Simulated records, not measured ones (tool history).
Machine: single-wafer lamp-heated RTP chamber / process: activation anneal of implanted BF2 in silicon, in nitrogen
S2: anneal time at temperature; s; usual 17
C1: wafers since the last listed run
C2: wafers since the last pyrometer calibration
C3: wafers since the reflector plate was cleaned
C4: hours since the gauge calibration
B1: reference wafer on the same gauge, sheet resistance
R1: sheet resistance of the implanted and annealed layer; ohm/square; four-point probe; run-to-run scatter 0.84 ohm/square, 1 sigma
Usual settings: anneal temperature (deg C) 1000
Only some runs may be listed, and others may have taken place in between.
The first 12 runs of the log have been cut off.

{"run": 13, "hour": 794.0, "anneal temperature (deg C)": 1000, "S2": 10, "C1": 525, "C2": 3718, "C3": 4299, "C4": 1768.3, "B1": 280.19, "R1": 269.88}
{"run": 14, "hour": 842.6, "anneal temperature (deg C)": 1011, "S2": 24, "C1": 494, "C2": 4213, "C3": 4794, "C4": 1816.9, "B1": 280.1, "R1": 209.22}
{"run": 15, "hour": 943.9, "anneal temperature (deg C)": 987, "S2": 10, "C1": 1031, "C2": 5245, "C3": 5825, "C4": 1918.2, "B1": 279.93, "R1": 293.49}
{"run": 16, "hour": 1027.3, "anneal temperature (deg C)": 987, "S2": 10, "C1": 849, "C2": 6094, "C3": 6674, "C4": 2001.6, "B1": 280.12, "R1": 290.96}
{"run": 17, "hour": 1113.6, "anneal temperature (deg C)": 1017, "S2": 12, "C1": 878, "C2": 6972, "C3": 7553, "C4": 2087.9, "B1": 280.16, "R1": 227.68}
{"hour": 1154.9, "done": "pyrometer window cleaned and pyrometer calibrated"}
{"hour": 1204.6, "done": "reflector plate cleaned"}
{"run": 18, "hour": 1330.6, "anneal temperature (deg C)": 1011, "S2": 24, "C1": 2046, "C2": 1707, "C3": 1283, "C4": 2304.9, "B1": 279.75, "R1": 210.29}
{"run": 19, "hour": 1392.7, "anneal temperature (deg C)": 1028, "S2": 7, "C1": 632, "C2": 2339, "C3": 1915, "C4": 2367.0, "B1": 279.82, "R1": 234.54}
{"run": 20, "hour": 1475.3, "anneal temperature (deg C)": 1016, "S2": 17, "C1": 840, "C2": 3180, "C3": 2756, "C4": 2449.6, "B1": 279.99, "R1": 218.45}
{"hour": 1507.6, "done": "gauge calibrated"}
{"run": 21, "hour": 1551.2, "anneal temperature (deg C)": 1000, "S2": 17, "C1": 772, "C2": 3953, "C3": 3529, "C4": 43.6, "B1": 279.83, "R1": 243.71}
{"run": 22, "hour": 1616.8, "anneal temperature (deg C)": 1000, "S2": 24, "C1": 667, "C2": 4621, "C3": 4196, "C4": 109.2, "B1": 280.16, "R1": 227.61}
{"run": 23, "hour": 1698.2, "anneal temperature (deg C)": 1000, "S2": 13, "C1": 828, "C2": 5449, "C3": 5025, "C4": 190.6, "B1": 279.98, "R1": 256.59}
{"run": 24, "hour": 1773.7, "anneal temperature (deg C)": 1000, "S2": 17, "C1": 768, "C2": 6218, "C3": 5794, "C4": 266.1, "B1": 279.86, "R1": 242.45}
{"run": 25, "hour": 1839.7, "anneal temperature (deg C)": 1000, "S2": 17, "C1": 671, "C2": 6890, "C3": 6466, "C4": 332.1, "B1": 280.02, "R1": 240.64}
{"hour": 1904.1, "done": "pyrometer window cleaned and pyrometer calibrated"}
{"run": 26, "hour": 1947.7, "anneal temperature (deg C)": 971, "S2": 8, "C1": 1018, "C2": 444, "C3": 7484, "C4": 440.1, "B1": 280.06, "R1": 331.01}
{"hour": 2015.5, "done": "reflector plate cleaned"}
{"run": 27, "hour": 2030.9, "anneal temperature (deg C)": 1000, "S2": 14, "C1": 765, "C2": 1209, "C3": 156, "C4": 523.3, "B1": 279.9, "R1": 256.71}
{"run": 28, "hour": 2131.1, "anneal temperature (deg C)": 1000, "S2": 8, "C1": 1020, "C2": 2230, "C3": 1177, "C4": 623.5, "B1": 279.92, "R1": 280.16}
{"run": 29, "hour": 2172.1, "anneal temperature (deg C)": 970, "S2": 21, "C1": 417, "C2": 2647, "C3": 1594, "C4": 664.5, "B1": 279.83, "R1": 306.54}
{"run": 30, "hour": 2260.0, "anneal temperature (deg C)": 1014, "S2": 8, "C1": 894, "C2": 3542, "C3": 2489, "C4": 752.4, "B1": 280.08, "R1": 253.69}
{"run": 31, "hour": 2350.5, "anneal temperature (deg C)": 1000, "S2": 17, "C1": 921, "C2": 4463, "C3": 3410, "C4": 842.9, "B1": 279.52, "R1": 247.18}
{"run": 32, "hour": 2433.3, "anneal temperature (deg C)": 1009, "S2": 17, "C1": 842, "C2": 5306, "C3": 4253, "C4": 925.7, "B1": 279.62, "R1": 228.41}
{"run": 33, "hour": 2490.5, "anneal temperature (deg C)": 1000, "S2": 17, "C1": 582, "C2": 5889, "C3": 4836, "C4": 982.9, "B1": 279.97, "R1": 245.43}
{"hour": 2546.6, "done": "pyrometer window cleaned and pyrometer calibrated"}
{"run": 34, "hour": 2580.0, "anneal temperature (deg C)": 1011, "S2": 10, "C1": 829, "C2": 339, "C3": 5665, "C4": 1072.4, "B1": 279.88, "R1": 248.29}
{"run": 35, "hour": 2670.2, "anneal temperature (deg C)": 987, "S2": 10, "C1": 918, "C2": 1258, "C3": 6584, "C4": 1162.6, "B1": 280.24, "R1": 288.98}
{"hour": 2787.7, "done": "reflector plate cleaned"}
{"run": 36, "hour": 2920.8, "anneal temperature (deg C)": 1016, "S2": 8, "C1": 2469, "C2": 3727, "C3": 1355, "C4": 1413.2, "B1": 280.06, "R1": 252.79}

Below are 4 alternative next runs, each starting from the tool's condition after run 36. Predict each:
{"run": "A", "hour": 2921.2, "anneal temperature (deg C)": 1000, "S2": 17, "C1": 4, "C2": 3732, "C3": 1359, "C4": 1413.6, "B1": "?", "R1": "?"}
{"run": "B", "hour": 2921.2, "anneal temperature (deg C)": 1010, "S2": 7, "C1": 4, "C2": 3732, "C3": 1359, "C4": 1413.6, "B1": "?", "R1": "?"}
{"run": "C", "hour": 2921.2, "anneal temperature (deg C)": 1020, "S2": 11, "C1": 4, "C2": 3732, "C3": 1359, "C4": 1413.6, "B1": "?", "R1": "?"}
{"run": "D", "hour": 2921.2, "anneal temperature (deg C)": 971, "S2": 17, "C1": 4, "C2": 3732, "C3": 1359, "C4": 1413.6, "B1": "?", "R1": "?"}

run=A B1=279.86 R1=247.16
run=B B1=279.86 R1=266.79
run=C B1=279.86 R1=231.93
run=D B1=279.86 R1=312.34
Take away the tool's hidden state, keep each run's random variation, and the runs would have read:
run=A R1=248.27
run=B R1=267.76
run=C R1=232.87
run=D R1=313.76
